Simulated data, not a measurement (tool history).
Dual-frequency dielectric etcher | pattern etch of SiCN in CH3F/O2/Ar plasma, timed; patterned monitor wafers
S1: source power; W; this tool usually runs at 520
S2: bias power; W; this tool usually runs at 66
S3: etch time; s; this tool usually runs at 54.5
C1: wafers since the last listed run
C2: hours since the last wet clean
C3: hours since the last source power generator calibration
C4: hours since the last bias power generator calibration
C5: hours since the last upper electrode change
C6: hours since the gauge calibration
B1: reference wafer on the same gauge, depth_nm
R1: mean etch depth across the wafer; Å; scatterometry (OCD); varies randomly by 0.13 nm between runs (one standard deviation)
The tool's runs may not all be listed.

Run 1, hour 0.0: usual settings but S1 550 W; C1 0; C2 115.3; C3 4305.3; C4 2991.5; C5 5782.2; C6 667.6; B1 17.24. Result: R1 207.5 Å.
Run 2, hour 18.9: usual settings but S1 550 W; C1 140; C2 134.2; C3 4324.2; C4 3010.4; C5 5801.1; C6 686.5; B1 17.17. Result: R1 209.6 Å.
Run 3, hour 49.3: usual settings; C1 225; C2 164.6; C3 4354.6; C4 3040.8; C5 5831.5; C6 716.9; B1 17.15. Result: R1 202.3 Å.
At hour 50.7: gauge calibrated.
Run 4, hour 66.9: usual settings but S2 60 W; C1 130; C2 182.2; C3 4372.2; C4 3058.4; C5 5849.1; C6 16.2; B1 17.67. Result: R1 199.5 Å.
At hour 93.2: upper electrode replaced.
Run 5, hour 101.7: usual settings but S2 60 W; C1 80; C2 217.0; C3 4407.0; C4 3093.2; C5 8.5; C6 51.0; B1 17.70. Result: R1 199.8 Å.
Run 6, hour 129.4: usual settings but S2 60 W; C1 205; C2 244.7; C3 4434.7; C4 3120.9; C5 36.2; C6 78.7; B1 17.67. Result: R1 198.7 Å.
Run 7, hour 162.8: usual settings but S1 620 W; C1 247; C2 278.1; C3 4468.1; C4 3154.3; C5 69.6; C6 112.1; B1 17.65. Result: R1 224.4 Å.
Run 8, hour 183.6: usual settings; C1 154; C2 298.9; C3 4488.9; C4 3175.1; C5 90.4; C6 132.9; B1 17.66. Result: R1 206.4 Å.
At hour 290.3: source power generator calibrated.
Run 9, hour 290.8: usual settings; C1 764; C2 406.1; C3 0.5; C4 3282.3; C5 197.6; C6 240.1; B1 17.65. Result: R1 207.7 Å.
Run 10, hour 300.1: usual settings; C1 68; C2 415.4; C3 9.8; C4 3291.6; C5 206.9; C6 249.4; B1 17.63. Result: R1 208.8 Å.
Run 11, hour 326.5: usual settings but S1 640 W, S2 75 W, S3 43.5 s; C1 195; C2 441.8; C3 36.2; C4 3318.0; C5 233.3; C6 275.8; B1 17.57. Result: R1 190.7 Å.
Run 12, hour 340.7: usual settings but S1 430 W, S3 48.0 s; C1 105; C2 456.0; C3 50.4; C4 3332.2; C5 247.5; C6 290.0; B1 17.60. Result: R1 166.8 Å.
At hour 380.4: wet clean of the chamber.
Run 13, hour 380.9: usual settings but S1 400 W, S2 75 W, S3 45.5 s; C1 120; C2 0.5; C3 90.6; C4 3372.4; C5 287.7; C6 330.2; B1 17.61. Result: R1 166.1 Å.
Run 14, hour 381.3: usual settings but S3 38.5 s; C1 2; C2 0.9; C3 91.0; C4 3372.8; C5 288.1; C6 330.6; B1 17.56. Result: R1 147.4 Å.
Run 15, hour 397.0: usual settings but S1 490 W, S2 61 W, S3 50.5 s; C1 116; C2 16.6; C3 106.7; C4 3388.5; C5 303.8; C6 346.3; B1 17.50. Result: R1 180.0 Å.
Run 16, hour 432.0: usual settings but S1 430 W; C1 259; C2 51.6; C3 141.7; C4 3423.5; C5 338.8; C6 381.3; B1 17.48. Result: R1 192.3 Å.
At hour 451.0: bias power generator calibrated.
Run 17, hour 454.5: usual settings but S1 600 W; C1 137; C2 74.1; C3 164.2; C4 3.5; C5 361.3; C6 403.8; B1 17.50. Result: R1 220.7 Å.
Run 18, hour 488.1: usual settings but S2 59 W; C1 249; C2 107.7; C3 197.8; C4 37.1; C5 394.9; C6 437.4; B1 17.49. Result: R1 195.9 Å.
Run 19, hour 514.0: usual settings but S1 480 W, S2 59 W, S3 70.0 s; C1 191; C2 133.6; C3 223.7; C4 63.0; C5 420.8; C6 463.3; B1 17.47. Result: R1 243.2 Å.
Run 20, hour 541.4: usual settings but S1 610 W, S3 48.0 s; C1 203; C2 161.0; C3 251.1; C4 90.4; C5 448.2; C6 490.7; B1 17.42. Result: R1 193.9 Å.
Run 21, hour 564.2: usual settings but S1 590 W; C1 168; C2 183.8; C3 273.9; C4 113.2; C5 471.0; C6 513.5; B1 17.37. Result: R1 216.3 Å.
Run 22, hour 589.0: usual settings but S3 39.0 s; C1 183; C2 208.6; C3 298.7; C4 138.0; C5 495.8; C6 538.3; B1 17.36. Result: R1 147.9 Å.
Run 23, hour 619.5: usual settings; C1 226; C2 239.1; C3 329.2; C4 168.5; C5 526.3; C6 568.8; B1 17.31. Result: R1 205.3 Å.
At hour 637.3: gauge calibrated.
Run 24, hour 648.4: usual settings but S3 39.5 s; C1 214; C2 268.0; C3 358.1; C4 197.4; C5 555.2; C6 11.1; B1 17.67. Result: R1 152.0 Å.
Run 25, hour 679.7: usual settings but S1 610 W, S2 57 W, S3 40.0 s; C1 231; C2 299.3; C3 389.4; C4 228.7; C5 586.5; C6 42.4; B1 17.66. Result: R1 154.7 Å.
Run 26, hour 715.0: usual settings but S1 430 W, S3 48.0 s; C1 261; C2 334.6; C3 424.7; C4 264.0; C5 621.8; C6 77.7; B1 17.59. Result: R1 169.8 Å.
Run 27, hour 734.7: usual settings; C1 146; C2 354.3; C3 444.4; C4 283.7; C5 641.5; C6 97.4; B1 17.60. Result: R1 207.4 Å.
Run 28, hour 769.3: usual settings; C1 256; C2 388.9; C3 479.0; C4 318.3; C5 676.1; C6 132.0; B1 17.65. Result: R1 208.4 Å.
Run 29, hour 793.1: usual settings but S1 610 W, S2 70 W, S3 42.0 s; C1 176; C2 412.7; C3 502.8; C4 342.1; C5 699.9; C6 155.8; B1 17.57. Result: R1 176.6 Å.
At hour 827.6: wet clean of the chamber.
Run 30, hour 828.1: usual settings; C1 81; C2 0.5; C3 537.8; C4 377.1; C5 734.9; C6 190.8; B1 17.60. Result: R1 210.5 Å.

Measured result minus the same run's result without the hidden state. Both carry the same run-to-run variation, though not necessarily the same gauge scatter:
What the log doesn't record here: etch rate over this chamber's usual, %; source power that arrives over what is set, %; bias power that arrives over what is set, %; gauge reads high (%).
run    R1
  1  -5.8
  2  -6.2
  3  -6.6
  4  -0.2
  5  -0.3
  6  -0.3
  7  -0.4
  8  -0.4
  9  -0.9
 10  -1.0
 11  -1.1
 12  -1.0
 13  -1.4
 14  -1.1
 15  -1.6
 16  -2.0
 17  -2.5
 18  -2.6
 19  -3.6
 20  -3.2
 21  -3.9
 22  -2.9
 23  -4.5
 24  -0.5
 25  -0.5
 26  -0.7
 27  -0.9
 28  -1.0
 29  -0.9
 30  -1.2
